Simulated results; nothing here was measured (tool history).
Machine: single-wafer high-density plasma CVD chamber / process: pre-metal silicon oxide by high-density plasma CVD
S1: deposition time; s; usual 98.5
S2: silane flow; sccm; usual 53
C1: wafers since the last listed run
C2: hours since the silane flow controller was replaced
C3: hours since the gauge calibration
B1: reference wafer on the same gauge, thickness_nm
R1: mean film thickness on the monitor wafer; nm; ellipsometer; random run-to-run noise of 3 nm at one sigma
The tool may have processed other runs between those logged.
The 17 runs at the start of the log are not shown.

run,hour,S1,S2,C1,C2,C3,B1,R1
18,402.3,98.5,57,542,164.5,125.2,587.691,565.104
19,420.6,103.5,45,283,182.8,143.5,587.419,512.574
20,439.3,98.5,53,289,201.5,162.2,588.029,540.061
21,454.7,98.5,53,238,216.9,177.6,588.087,542.890
22,467.1,98.5,45,192,229.3,190.0,589.373,487.613
23,500.7,98.5,50,520,262.9,223.6,587.907,520.573
24,535.6,106.2,63,540,297.8,258.5,586.597,663.553
25,570.1,104.6,43,534,332.3,293.0,587.134,495.695
26,602.8,110.9,49,506,365.0,325.7,588.010,573.977
27,615.0,116.3,58,189,377.2,337.9,587.689,681.426
28,634.1,79.9,62,296,396.3,357.0,587.767,488.741

Estimate the outcome of run 29 from the log above:
29,663.7,98.5,62,458,425.9,386.6,?,?

{"run 29": {"B1": 587.707, "R1": 605.222}}
Minus the tool's unlogged condition, the same run would have read R1 605.222 nm.
